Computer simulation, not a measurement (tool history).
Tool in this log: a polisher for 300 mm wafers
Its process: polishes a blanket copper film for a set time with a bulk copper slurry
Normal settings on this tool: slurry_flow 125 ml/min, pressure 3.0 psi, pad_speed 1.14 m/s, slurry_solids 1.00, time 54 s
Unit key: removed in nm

| run | hour | slurry_flow | pressure | pad_speed | slurry_solids | time | incoming thickness of the incoming film, nm | removed |
|---|---|---|---|---|---|---|---|---|
| 1 | 0.0 | 125 | 3.0 | 1.14 | 1.00 | 47 | 2526.1 | 538.0 |
| 2 | 16.8 | 125 | 3.0 | 1.14 | 1.00 | 54 | 2469.8 | 610.5 |
|  | 25.8 | worn pad replaced by a new one |
| 3 | 34.1 | 125 | 3.0 | 1.30 | 1.00 | 54 | 2513.7 | 703.1 |
| 4 | 49.2 | 125 | 3.0 | 1.30 | 1.00 | 54 | 2478.5 | 688.4 |
| 5 | 56.3 | 125 | 3.0 | 1.14 | 1.00 | 54 | 2528.4 | 604.7 |
| 6 | 66.1 | 150 | 3.0 | 1.14 | 1.00 | 54 | 2495.1 | 632.8 |
| 7 | 77.6 | 150 | 3.0 | 1.14 | 1.00 | 54 | 2504.6 | 620.8 |
|  | 95.1 | head pressure recalibrated |
| 8 | 95.6 | 150 | 3.0 | 1.14 | 1.00 | 54 | 2478.7 | 612.4 |
|  | 100.4 | slurry nozzle cleaned |
| 9 | 102.0 | 125 | 3.0 | 1.14 | 1.00 | 54 | 2490.3 | 658.1 |
| 10 | 111.0 | 125 | 3.5 | 1.14 | 0.90 | 54 | 2469.1 | 761.6 |
| 11 | 123.1 | 125 | 4.0 | 1.14 | 1.00 | 54 | 2532.4 | 871.7 |
|  | 136.1 | worn pad replaced by a new one |
| 12 | 136.5 | 125 | 2.2 | 1.52 | 1.15 | 63 | 2498.9 | 759.3 |
| 13 | 148.1 | 125 | 3.0 | 1.14 | 1.00 | 54 | 2523.4 | 666.3 |
| 14 | 154.2 | 125 | 3.0 | 1.14 | 1.00 | 54 | 2517.5 | 660.3 |
| 15 | 163.5 | 125 | 3.0 | 1.14 | 1.00 | 54 | 2504.2 | 655.6 |
| 16 | 174.1 | 125 | 3.0 | 1.34 | 1.00 | 54 | 2493.3 | 765.1 |
| 17 | 188.9 | 125 | 3.0 | 1.02 | 1.15 | 54 | 2513.7 | 602.0 |
| 18 | 200.1 | 125 | 3.0 | 1.14 | 1.00 | 54 | 2503.7 | 657.7 |
| 19 | 207.7 | 125 | 3.0 | 1.14 | 1.00 | 54 | 2542.0 | 646.4 |
| 20 | 213.7 | 125 | 3.4 | 1.14 | 1.00 | 54 | 2533.5 | 726.8 |
|  | 229.6 | slurry blender recalibrated |
| 21 | 230.5 | 125 | 2.7 | 1.30 | 1.00 | 54 | 2498.3 | 685.0 |
| 22 | 243.2 | 125 | 3.7 | 1.48 | 0.90 | 54 | 2527.7 | 1063.6 |
|  | 249.2 | worn pad replaced by a new one |
| 23 | 250.7 | 125 | 3.0 | 0.88 | 1.00 | 70 | 2525.8 | 681.0 |
| 24 | 264.4 | 155 | 3.0 | 1.32 | 1.20 | 69 | 2515.2 | 1073.4 |
| 25 | 278.3 | 125 | 3.0 | 1.14 | 1.00 | 43 | 2514.9 | 537.5 |
| 26 | 291.4 | 125 | 3.0 | 1.40 | 1.00 | 54 | 2511.8 | 835.0 |
| 27 | 305.7 | 125 | 3.0 | 1.14 | 1.00 | 54 | 2515.9 | 671.6 |
| 28 | 358.3 | 125 | 3.0 | 1.34 | 0.90 | 54 | 2521.2 | 766.4 |
| 29 | 373.3 | 125 | 2.7 | 1.14 | 1.00 | 54 | 2478.4 | 594.7 |

Measured less the same run without the tool's hidden state. The same run-to-run variation is in both; the gauge's scatter may not be:
The hidden state here: removal rate lost through wear of the pad, %; slurry flow missing at the pad, %; deviation of the head's pressure from its setpoint, %; abrasive missing from the slurry, %.
| run | removed |
|---|---|
| 1 | -64.6 |
| 2 | -79.4 |
| 3 | -98.9 |
| 4 | -103.9 |
| 5 | -94.2 |
| 6 | -89.9 |
| 7 | -92.9 |
| 8 | -99.4 |
| 9 | -30.3 |
| 10 | -35.8 |
| 11 | -42.7 |
| 12 | -39.1 |
| 13 | -35.1 |
| 14 | -35.5 |
| 15 | -36.2 |
| 16 | -43.6 |
| 17 | -36.2 |
| 18 | -40.5 |
| 19 | -40.7 |
| 20 | -46.6 |
| 21 | -10.5 |
| 22 | -18.5 |
| 23 | -12.7 |
| 24 | -19.8 |
| 25 | -12.7 |
| 26 | -21.8 |
| 27 | -19.3 |
| 28 | -30.5 |
| 29 | -25.8 |
